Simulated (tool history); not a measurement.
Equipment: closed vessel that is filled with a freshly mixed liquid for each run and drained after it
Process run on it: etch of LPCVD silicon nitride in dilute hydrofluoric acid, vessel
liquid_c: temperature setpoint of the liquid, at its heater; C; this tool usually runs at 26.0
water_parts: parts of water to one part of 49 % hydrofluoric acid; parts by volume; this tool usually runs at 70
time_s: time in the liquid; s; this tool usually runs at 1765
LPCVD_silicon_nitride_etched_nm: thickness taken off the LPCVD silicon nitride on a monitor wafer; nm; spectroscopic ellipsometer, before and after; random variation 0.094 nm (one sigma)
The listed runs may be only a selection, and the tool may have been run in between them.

run   hour  liquid_c  water_parts  time_s  wafers since the last listed run  hours since the thermometer was replaced  hours since the hydrofluoric acid flow meter was replaced  hours since the gauge calibration  read-back film thickness of the LPCVD silicon nitride reference wafer, read on the same gauge (nm)  LPCVD_silicon_nitride_etched_nm
  1    0.0      26.0           70    1405                                 0                                     667.3                                                     1373.0                              120.7                                                                                               79.99                            11.13
  2    7.2      26.0           70    1405                               320                                     674.5                                                     1380.2                              127.9                                                                                               80.01                            11.02
  3   21.5      26.0           70    1405                               637                                     688.8                                                     1394.5                              142.2                                                                                               79.96                            11.15
  4   29.0      26.0           95    2295                               334                                     696.3                                                     1402.0                              149.7                                                                                               80.01                            13.20
  5   36.8      26.0           95    2295                               347                                     704.1                                                     1409.8                              157.5                                                                                               79.99                            13.22
      48.1  -- gauge calibrated
  6   50.6      26.0           70    2560                               615                                     717.9                                                     1423.6                                2.5                                                                                               79.99                            20.14
  7   63.0      24.0           70    1765                               552                                     730.3                                                     1436.0                               14.9                                                                                               80.04                            12.08
  8   76.4      26.0           70    1765                               597                                     743.7                                                     1449.4                               28.3                                                                                               80.01                            13.62
  9   85.8      26.0           70    1765                               418                                     753.1                                                     1458.8                               37.7                                                                                               80.01                            13.77
 10  102.2      26.0           70    1765                               730                                     769.5                                                     1475.2                               54.1                                                                                               80.01                            13.65
 11  117.5      26.0           70    1765                               681                                     784.8                                                     1490.5                               69.4                                                                                               80.00                            13.78
 12  131.8      26.0           55    1765                               637                                     799.1                                                     1504.8                               83.7                                                                                               80.01                            17.22
 13  145.8      26.0           55    1765                               624                                     813.1                                                     1518.8                               97.7                                                                                               79.96                            17.20
     149.2  -- hydrofluoric acid flow meter replaced
 14  157.8      26.0           55    1765                               490                                     825.1                                                        8.6                              109.7                                                                                               79.97                            17.08
 15  168.7      26.0           70    2295                               485                                     836.0                                                       19.5                              120.6                                                                                               80.02                            17.48
 16  175.1      23.5           70    1245                               285                                     842.4                                                       25.9                              127.0                                                                                               79.99                             7.97
 17  187.6      26.0           70    1765                               557                                     854.9                                                       38.4                              139.5                                                                                               79.98                            13.26
 18  198.4      30.5           40    1765                               481                                     865.7                                                       49.2                              150.3                                                                                               79.98                            31.39
 19  215.0      21.0           85     765                               739                                     882.3                                                       65.8                              166.9                                                                                               80.04                             3.37
 20  223.4      26.0           50    2655                               374                                     890.7                                                       74.2                              175.3                                                                                               79.95                            27.47
     236.0  -- gauge calibrated
 21  240.7      21.0           80    1155                               771                                     908.0                                                       91.5                                4.7                                                                                               80.00                             5.49
     246.8  -- thermometer replaced
 22  257.9      26.0           70    1765                               722                                      11.1                                                      108.7                               21.9                                                                                               80.00                            15.78
 23  269.5      26.0           70    1120                               517                                      22.7                                                      120.3                               33.5                                                                                               79.98                            10.04
 24  282.8      22.0           35    2165                               592                                      36.0                                                      133.6                               46.8                                                                                               80.03                            29.12
 25  298.6      26.0           70    1765                               704                                      51.8                                                      149.4                               62.6                                                                                               79.99                            15.83
 26  306.5      26.0           70    2560                               352                                      59.7                                                      157.3                               70.5                                                                                               80.02                            22.70
 27  319.2      26.0           95    1765                               566                                      72.4                                                      170.0                               83.2                                                                                               80.04                            11.60
 28  328.1      23.5           70    2600                               396                                      81.3                                                      178.9                               92.1                                                                                               79.99                            19.43
 29  355.5      26.0           70    1765                              1221                                     108.7                                                      206.3                              119.5                                                                                               79.98                            15.63
 30  369.3      28.0           80    2755                               615                                     122.5                                                      220.1                              133.3                                                                                               79.99                            24.10
 31  379.1      26.0           70    2625                               436                                     132.3                                                      229.9                              143.1                                                                                               79.99                            22.94

A few steps of LPCVD_silicon_nitride_etched_nm between consecutive runs. Split each: what settings, incoming material and random variation would produce without the hidden state, and what is left over for the hidden state, along with gauge scatter present in only one of the two compared results (measured, and without hidden state):
The hidden state here: liquid colder than its thermometer reads (K); hydrofluoric acid flow above the setpoint (%); gauge reads high (%).
Run 18 -> 19: liquid_c 30.5 -> 21.0, water_parts 40 -> 85, time_s 1765 -> 765. LPCVD_silicon_nitride_etched_nm -28.02 nm: hidden state +5.15, all else -33.17.
Run 19 -> 20: liquid_c 21.0 -> 26.0, water_parts 85 -> 50, time_s 765 -> 2655. LPCVD_silicon_nitride_etched_nm +24.10 nm: hidden state -4.73, all else +28.83.
Run 20 -> 21: liquid_c 26.0 -> 21.0, water_parts 50 -> 80, time_s 2655 -> 1155, gauge calibrated. LPCVD_silicon_nitride_etched_nm -21.98 nm: hidden state +4.27, all else -26.25.

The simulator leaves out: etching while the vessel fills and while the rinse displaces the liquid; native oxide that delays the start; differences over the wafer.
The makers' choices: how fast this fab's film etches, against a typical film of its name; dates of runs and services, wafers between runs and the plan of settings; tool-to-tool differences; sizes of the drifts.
